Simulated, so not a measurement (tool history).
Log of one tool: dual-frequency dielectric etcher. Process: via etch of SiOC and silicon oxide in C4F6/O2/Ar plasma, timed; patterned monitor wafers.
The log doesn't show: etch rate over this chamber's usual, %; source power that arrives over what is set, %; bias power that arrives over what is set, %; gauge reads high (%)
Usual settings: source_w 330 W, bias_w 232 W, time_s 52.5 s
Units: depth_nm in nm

run	hour	source_w	bias_w	time_s	wafers since the last listed run	hours since the last wet clean	hours since the last source power generator calibration	hours since the last bias power generator calibration	hours since the last upper electrode change	hours since the gauge calibration	read-back reference wafer on the same gauge, depth_nm	depth_nm
1	0	330	232	52.5	0	335.1	2690.4	3237.3	4095	152.2	71.6	60.2
2	38.3	330	232	52.5	401	373.4	2728.7	3275.6	4133.3	190.5	71.6	60.7
# hour 79.6: wet clean of the chamber
3	112.5	330	232	52.5	525	32.9	2802.9	3349.8	4207.5	264.7	71.6	59.9
4	143.4	330	261	52.5	323	63.8	2833.8	3380.7	4238.4	295.6	71.6	62
5	169.7	330	232	52.5	275	90.1	2860.1	3407	4264.7	321.9	71.6	60.1
6	212.1	330	232	52.5	444	132.5	2902.5	3449.4	4307.1	364.3	71.6	59.9
7	246.1	330	232	40	356	166.5	2936.5	3483.4	4341.1	398.3	71.5	45.9
8	313.8	330	232	40	709	234.2	3004.2	3551.1	4408.8	466	71.6	46.1
9	362.7	330	232	52.5	512	283.1	3053.1	3600	4457.7	514.9	71.6	60.6
# hour 399.6: bias power generator calibrated
# hour 412.1: source power generator calibrated
10	412.6	330	232	52.5	439	333	0.5	13	4507.6	564.8	71.6	61
# hour 438.6: wet clean of the chamber
# hour 490.3: upper electrode replaced
11	490.8	330	232	52.5	316	52.2	78.7	91.2	0.5	643	71.7	59.9
12	542.5	370	212	52.5	541	103.9	130.4	142.9	52.2	694.7	71.6	62.3
13	599.7	330	232	52.5	599	161.1	187.6	200.1	109.4	751.9	71.6	60.3
14	630.3	380	232	52.5	320	191.7	218.2	230.7	140	782.5	71.6	65.4
15	690.7	380	267	52.5	632	252.1	278.6	291.1	200.4	842.9	71.6	68.9
# hour 709.2: gauge calibrated
16	728.9	330	267	52.5	400	290.3	316.8	329.3	238.6	19.7	71.7	63.7
17	771.7	310	232	63	448	333.1	359.6	372.1	281.4	62.5	71.7	70.6
# hour 819.7: wet clean of the chamber
18	820.2	330	232	40	256	0.5	408.1	420.6	329.9	111	71.6	45.3
19	874.4	390	203	43	567	54.7	462.3	474.8	384.1	165.2	71.6	51.1
20	904.7	330	232	52.5	317	85	492.6	505.1	414.4	195.5	71.6	60.1
21	970.9	330	202	52.5	693	151.2	558.8	571.3	480.6	261.7	71.6	57.4
22	1009.6	330	181	45	405	189.9	597.5	610	519.3	300.4	71.6	47.6
23	1075.8	300	196	36.5	693	256.1	663.7	676.2	585.5	366.6	71.7	37.7

How the hidden state differs across the entries between the runs, from the last listed run before each to the first after it:
Between runs 2 and 3: wet clean of the chamber (hour 79.6)
  etch rate over this chamber's usual, %: 1.97 -> 0.169
  measured less the result without the state, depth_nm: +1.2 -> +0.1 nm
Between runs 9 and 10: bias power generator calibrated (hour 399.6); source power generator calibrated (hour 412.1)
  etch rate over this chamber's usual, %: 1.54 -> 1.82
  measured less the result without the state, depth_nm: +1 -> +1.1 nm
Between runs 10 and 11: wet clean of the chamber (hour 438.6); upper electrode replaced (hour 490.3)
  etch rate over this chamber's usual, %: 1.82 -> 0.518
  measured less the result without the state, depth_nm: +1.1 -> +0.3 nm
Between runs 15 and 16: gauge calibrated (hour 709.2)
  etch rate over this chamber's usual, %: 1.62 -> 1.83
  measured less the result without the state, depth_nm: +1.1 -> +1.2 nm
Between runs 17 and 18: wet clean of the chamber (hour 819.7)
  etch rate over this chamber's usual, %: 2.06 -> -0.271
  measured less the result without the state, depth_nm: +1.4 -> -0.1 nm
